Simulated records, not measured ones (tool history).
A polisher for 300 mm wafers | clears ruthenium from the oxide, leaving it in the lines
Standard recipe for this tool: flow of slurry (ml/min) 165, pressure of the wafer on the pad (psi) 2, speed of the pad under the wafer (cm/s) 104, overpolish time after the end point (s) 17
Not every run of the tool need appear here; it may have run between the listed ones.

| run | hour | flow of slurry (ml/min) | pressure of the wafer on the pad (psi) | speed of the pad under the wafer (cm/s) | overpolish time after the end point (s) | incoming thickness of the incoming film, nm | time until the end point was called (s) |
|---|---|---|---|---|---|---|---|
| 1 | 0 | 120 | 2 | 120 | 17 | 118.6 | 90.3 |
| 2 | 33.3 | 120 | 2 | 120 | 17 | 118 | 90.9 |
|  | 40.7 | worn pad replaced by a new one |
|  | 60.1 | slurry nozzle cleaned |
| 3 | 68.9 | 165 | 2 | 104 | 17 | 119.8 | 90.2 |
| 4 | 118.7 | 165 | 2 | 104 | 17 | 120.8 | 89.8 |
| 5 | 171.4 | 165 | 2 | 104 | 17 | 121.2 | 95.9 |
| 6 | 202.8 | 165 | 2 | 104 | 17 | 119.4 | 95.3 |
| 7 | 243.7 | 165 | 2 | 88 | 17 | 119.6 | 102.3 |
|  | 254.9 | worn pad replaced by a new one |
| 8 | 277.5 | 165 | 2 | 88 | 17 | 121.5 | 105.2 |
| 9 | 327.8 | 165 | 2 | 88 | 17 | 121.5 | 102.9 |
| 10 | 365.3 | 190 | 2.2 | 82 | 10 | 119.6 | 102.8 |
|  | 409.8 | slurry nozzle cleaned |
| 11 | 426.4 | 215 | 2 | 104 | 21 | 119.6 | 85 |
|  | 435.1 | head pressure recalibrated |
|  | 469.2 | worn pad replaced by a new one |
| 12 | 477 | 185 | 1.7 | 140 | 22 | 118.3 | 82.6 |
| 13 | 523.3 | 120 | 2 | 120 | 17 | 119.2 | 91.7 |
| 14 | 575.6 | 165 | 2 | 104 | 17 | 120.9 | 95.5 |
| 15 | 616.3 | 115 | 2 | 78 | 17 | 121.4 | 121.9 |
|  | 637.3 | worn pad replaced by a new one |
| 16 | 644.7 | 190 | 2.3 | 104 | 9 | 119.7 | 88.1 |
|  | 678.2 | slurry nozzle cleaned |
| 17 | 678.7 | 165 | 2 | 104 | 17 | 122.4 | 93.5 |
| 18 | 747.6 | 120 | 1.7 | 116 | 23 | 119.7 | 99.1 |

Here are 3 independent what-if runs from the current tool condition. What would each one return?
| A | 748.1 | 165 | 2 | 104 | 9 | 120.1 | ? |
| B | 748.1 | 190 | 2.6 | 138 | 7 | 120.1 | ? |
| C | 748.1 | 185 | 2 | 126 | 17 | 120.1 | ? |

| run | time until the end point was called (s) |
|---|---|
| A | 89.8 |
| B | 62.2 |
| C | 78.2 |
With no hidden state in the tool, these same runs would have given:
| run | time until the end point was called (s) |
|---|---|
| A | 86.6 |
| B | 60.2 |
| C | 75.7 |

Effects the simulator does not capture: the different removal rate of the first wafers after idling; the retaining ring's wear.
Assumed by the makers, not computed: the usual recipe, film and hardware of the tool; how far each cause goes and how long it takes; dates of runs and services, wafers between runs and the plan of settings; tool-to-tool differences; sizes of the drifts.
